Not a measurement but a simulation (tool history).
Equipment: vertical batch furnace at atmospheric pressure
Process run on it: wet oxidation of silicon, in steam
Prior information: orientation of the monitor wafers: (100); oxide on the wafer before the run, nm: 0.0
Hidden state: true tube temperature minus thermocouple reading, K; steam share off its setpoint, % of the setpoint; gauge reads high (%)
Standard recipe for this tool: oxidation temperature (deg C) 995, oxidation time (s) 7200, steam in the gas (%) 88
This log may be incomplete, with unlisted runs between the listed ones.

| run | hour | oxidation temperature (deg C) | oxidation time (s) | steam in the gas (%) | wafers since the last listed run | hours since the last temperature calibration | hours since the steam generator was serviced | hours since the gauge calibration | read-back reference wafer on the same gauge, thickness | oxide thickness on the monitor wafer (nm) |
|---|---|---|---|---|---|---|---|---|---|---|
| 1 | 0 | 995 | 7200 | 88 | 0 | 1796 | 890.7 | 1382.8 | 651.16 | 633.49 |
| 2 | 86.3 | 995 | 7200 | 88 | 606 | 1882.3 | 977 | 1469.1 | 651.31 | 633.46 |
| 3 | 171.3 | 995 | 7200 | 88 | 596 | 1967.3 | 1062 | 1554.1 | 650.92 | 632.41 |
|  | 204.8 | thermocouples replaced and temperature profile calibrated |
| 4 | 261.9 | 995 | 7200 | 88 | 467 | 57.1 | 1152.6 | 1644.7 | 651.21 | 618.01 |
| 5 | 334.6 | 995 | 7200 | 88 | 510 | 129.8 | 1225.3 | 1717.4 | 650.49 | 619.57 |
| 6 | 419.4 | 995 | 7200 | 88 | 595 | 214.6 | 1310.1 | 1802.2 | 650.97 | 617.16 |
| 7 | 497.5 | 995 | 7200 | 88 | 548 | 292.7 | 1388.2 | 1880.3 | 650.39 | 625.82 |
| 8 | 593.5 | 995 | 7200 | 88 | 674 | 388.7 | 1484.2 | 1976.3 | 650.47 | 627.18 |
|  | 792.7 | steam generator serviced |
| 9 | 807.2 | 995 | 7200 | 88 | 1332 | 602.4 | 14.5 | 2190 | 651.25 | 625.54 |
| 10 | 862.2 | 995 | 7200 | 88 | 386 | 657.4 | 69.5 | 2245 | 651.12 | 630.91 |
| 11 | 930.2 | 995 | 7200 | 88 | 477 | 725.4 | 137.5 | 2313 | 650.32 | 629.3 |
| 12 | 983.9 | 995 | 7200 | 88 | 377 | 779.1 | 191.2 | 2366.7 | 651.08 | 631.9 |
| 13 | 1043.7 | 995 | 8940 | 88 | 419 | 838.9 | 251 | 2426.5 | 651.05 | 726.26 |
| 14 | 1090.9 | 995 | 8940 | 88 | 331 | 886.1 | 298.2 | 2473.7 | 651.08 | 725.28 |
| 15 | 1151.4 | 995 | 8940 | 88 | 424 | 946.6 | 358.7 | 2534.2 | 650.74 | 726.38 |
|  | 1204.4 | gauge calibrated |
| 16 | 1257.3 | 995 | 7200 | 88 | 743 | 1052.5 | 464.6 | 52.9 | 650.4 | 631.66 |
| 17 | 1494.7 | 995 | 7200 | 88 | 1667 | 1289.9 | 702 | 290.3 | 650.64 | 634.49 |
| 18 | 1600.1 | 995 | 7200 | 88 | 740 | 1395.3 | 807.4 | 395.7 | 650.75 | 634.2 |
| 19 | 1678.1 | 995 | 7200 | 88 | 547 | 1473.3 | 885.4 | 473.7 | 651.3 | 636.89 |
| 20 | 1738.4 | 1002 | 8940 | 97 | 423 | 1533.6 | 945.7 | 534 | 650.63 | 804.74 |
| 21 | 1822.5 | 1008 | 7200 | 94 | 590 | 1617.7 | 1029.8 | 618.1 | 650.93 | 717.72 |
|  | 1878.1 | thermocouples replaced and temperature profile calibrated |
| 22 | 1878.6 | 982 | 5820 | 94 | 225 | 0.5 | 1085.9 | 674.2 | 650.91 | 510.45 |
| 23 | 1901.7 | 985 | 10050 | 83 | 162 | 23.6 | 1109 | 697.3 | 651.01 | 691.63 |
| 24 | 1982.3 | 985 | 7200 | 88 | 566 | 104.2 | 1189.6 | 777.9 | 651.37 | 582.74 |
| 25 | 2078.7 | 1001 | 8520 | 82 | 676 | 200.6 | 1286 | 874.3 | 651.3 | 688.87 |
| 26 | 2165.2 | 1016 | 6210 | 81 | 607 | 287.1 | 1372.5 | 960.8 | 651.07 | 612.43 |
| 27 | 2241.6 | 995 | 4410 | 97 | 536 | 363.5 | 1448.9 | 1037.2 | 651.22 | 484.15 |
| 28 | 2309.4 | 995 | 7200 | 88 | 476 | 431.3 | 1516.7 | 1105 | 651.6 | 623.81 |
| 29 | 2383.3 | 995 | 7200 | 88 | 518 | 505.2 | 1590.6 | 1178.9 | 650.81 | 623.64 |
|  | 2490.3 | steam generator serviced |
| 30 | 2614.6 | 1019 | 7200 | 97 | 1455 | 736.5 | 124.3 | 1410.2 | 650.84 | 768.81 |
| 31 | 2713.4 | 995 | 10290 | 92 | 693 | 835.3 | 223.1 | 1509 | 650.49 | 809.18 |
| 32 | 2766.1 | 972 | 10350 | 97 | 370 | 888 | 275.8 | 1561.7 | 651.1 | 731.35 |
| 33 | 2857.4 | 995 | 7200 | 88 | 641 | 979.3 | 367.1 | 1653 | 650.6 | 629.63 |
| 34 | 2959.6 | 972 | 5100 | 82 | 717 | 1081.5 | 469.3 | 1755.2 | 651.37 | 404.94 |
| 35 | 3008.6 | 987 | 9000 | 97 | 344 | 1130.5 | 518.3 | 1804.2 | 651.05 | 738.19 |
| 36 | 3090.3 | 987 | 9000 | 97 | 573 | 1212.2 | 600 | 1885.9 | 650.7 | 744.33 |
| 37 | 3150.2 | 1014 | 8460 | 94 | 420 | 1272.1 | 659.9 | 1945.8 | 651.59 | 818.75 |
| 38 | 3209.7 | 974 | 7200 | 97 | 417 | 1331.6 | 719.4 | 2005.3 | 651 | 586.37 |

Consider 4 possible next runs. They are alternatives, not a sequence: every one starts from the tool as it was left by run 38. What does each give?
| A | 3215.6 | 995 | 7200 | 88 | 41 | 1337.5 | 725.3 | 2011.2 | ? | ? |
| B | 3215.6 | 995 | 9570 | 88 | 41 | 1337.5 | 725.3 | 2011.2 | ? | ? |
| C | 3215.6 | 995 | 7200 | 83 | 41 | 1337.5 | 725.3 | 2011.2 | ? | ? |
| D | 3215.6 | 976 | 7200 | 88 | 41 | 1337.5 | 725.3 | 2011.2 | ? | ? |

| run | read-back reference wafer on the same gauge, thickness | oxide thickness on the monitor wafer (nm) |
|---|---|---|
| A | 651.19 | 628.75 |
| B | 651.19 | 752.55 |
| C | 651.19 | 605.56 |
| D | 651.19 | 554.74 |
Without the tool's unlogged condition, the same runs would have read:
| run | oxide thickness on the monitor wafer (nm) |
|---|---|
| A | 610.5 |
| B | 732.18 |
| C | 587.72 |
| D | 536.49 |

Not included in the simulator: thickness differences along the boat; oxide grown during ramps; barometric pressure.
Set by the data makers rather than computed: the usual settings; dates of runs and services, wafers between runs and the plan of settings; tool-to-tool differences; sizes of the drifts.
